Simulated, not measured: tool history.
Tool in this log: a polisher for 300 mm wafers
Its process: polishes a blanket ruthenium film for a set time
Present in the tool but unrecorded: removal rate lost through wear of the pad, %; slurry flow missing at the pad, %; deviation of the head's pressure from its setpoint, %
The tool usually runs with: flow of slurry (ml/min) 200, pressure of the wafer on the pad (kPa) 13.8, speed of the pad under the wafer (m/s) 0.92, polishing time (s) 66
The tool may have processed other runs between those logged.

run    hour  flow of slurry (ml/min)  pressure of the wafer on the pad (kPa)  speed of the pad under the wafer (m/s)  polishing time (s)  wafers since the last listed run  wafers polished on this pad  hours since the slurry nozzle was cleaned  hours since the head pressure was calibrated  incoming thickness of the incoming film, nm  film removed (angstrom)
  1     0.0                      200                                    13.8                                    0.92                  66                                 0                         1774                                      633.5                                         390.9                                        373.0                      734
  2    56.2                      200                                    13.8                                    0.92                  66                               550                         2325                                      689.7                                         447.1                                        368.6                      719
  3   117.4                      200                                    13.8                                    0.92                  66                               599                         2924                                      750.9                                         508.3                                        369.8                      725
      131.0  -- slurry nozzle cleaned
      155.9  -- worn pad replaced by a new one
  4   162.2                      200                                    13.8                                    0.92                  66                               389                           61                                       31.2                                         553.1                                        373.1                      737
  5   207.4                      200                                    13.8                                    0.92                  66                               442                          504                                       76.4                                         598.3                                        369.5                      731
  6   247.8                      200                                    13.8                                    0.92                  66                               395                          899                                      116.8                                         638.7                                        374.2                      731
  7   272.7                      200                                    13.8                                    0.92                  66                               243                         1143                                      141.7                                         663.6                                        369.5                      723
  8   332.6                      200                                    13.8                                    0.92                  66                               586                         1730                                      201.6                                         723.5                                        375.3                      722
  9   391.3                      200                                    13.8                                    0.92                  66                               574                         2305                                      260.3                                         782.2                                        363.5                      718
 10   445.1                      200                                    12.4                                    0.92                  66                               526                         2832                                      314.1                                         836.0                                        371.2                      651
      479.5  -- worn pad replaced by a new one
 11   509.7                      200                                    12.4                                    0.92                  66                               593                          295                                      378.7                                         900.6                                        364.4                      665
 12   542.2                      200                                    12.4                                    0.92                  66                               318                          614                                      411.2                                         933.1                                        375.3                      651
 13   567.6                      200                                    13.8                                    0.70                  66                               248                          862                                      436.6                                         958.5                                        366.1                      553
 14   618.4                      200                                    11.0                                    0.92                  66                               497                         1360                                      487.4                                        1009.3                                        375.2                      594
 15   646.4                      200                                    11.0                                    0.92                  66                               274                         1634                                      515.4                                        1037.3                                        376.7                      599
 16   686.1                      200                                    11.0                                    0.92                  66                               388                         2023                                      555.1                                        1077.0                                        375.0                      583
 17   719.5                      230                                    13.8                                    0.92                  71                               327                         2350                                      588.5                                        1110.4                                        371.7                      785
      782.8  -- worn pad replaced by a new one
 18   783.3                      200                                    12.4                                    1.12                  66                               585                            5                                      652.3                                        1174.2                                        369.1                      796
 19   833.3                      225                                    13.8                                    0.92                  79                               489                          495                                      702.3                                        1224.2                                        374.4                      855
 20   873.5                      135                                    18.6                                    0.62                  66                               393                          888                                      742.5                                        1264.4                                        366.8                      571
 21   918.1                      200                                    13.8                                    0.92                  66                               436                         1325                                      787.1                                        1309.0                                        363.5                      713
      954.4  -- head pressure recalibrated
 22   955.2                      200                                    13.8                                    0.92                  66                               343                         1669                                      824.2                                           0.8                                        371.3                      865
      956.3  -- slurry nozzle cleaned
 23   981.5                      200                                    13.8                                    0.92                  66                               247                         1917                                       25.2                                          27.1                                        364.2                      857
 24  1027.4                      200                                    13.8                                    0.92                  66                               449                         2366                                       71.1                                          73.0                                        374.4                      850
 25  1067.9                      135                                    13.8                                    0.92                  48                               396                         2763                                      111.6                                         113.5                                        369.9                      588
     1084.4  -- worn pad replaced by a new one
 26  1120.6                      200                                    11.0                                    0.60                  66                               477                          354                                      164.3                                         166.2                                        371.8                      466
 27  1159.3                      235                                    13.8                                    0.92                  66                               379                          733                                      203.0                                         204.9                                        366.7                      860
     1217.6  -- head pressure recalibrated, repeated, since the last time left the tool worse
 28  1303.5                      200                                    13.8                                    0.92                  66                              1392                         2126                                      347.2                                          85.9                                        375.0                      771
 29  1371.6                      135                                    18.6                                    0.62                  66                               667                         2793                                      415.3                                         154.0                                        369.7                      596
 30  1406.7                      200                                    17.9                                    0.74                  88                               343                         3137                                      450.4                                         189.1                                        376.1                      987
     1434.0  -- worn pad replaced by a new one
 31  1435.3                      200                                    13.8                                    0.92                  43                               240                           12                                      479.0                                         217.7                                        366.8                      487
 32  1478.9                      200                                    13.8                                    0.92                  66                               427                          440                                      522.6                                         261.3                                        374.9                      765

Run 33 comes next. What will it give?
 33  1506.0                      200                                    17.2                                    0.92                  44                               265                          705                                      549.7                                         288.4                                        369.8                        ?

film removed (angstrom): 599
With no hidden state in the tool, this same run would have given film removed (angstrom) 616.
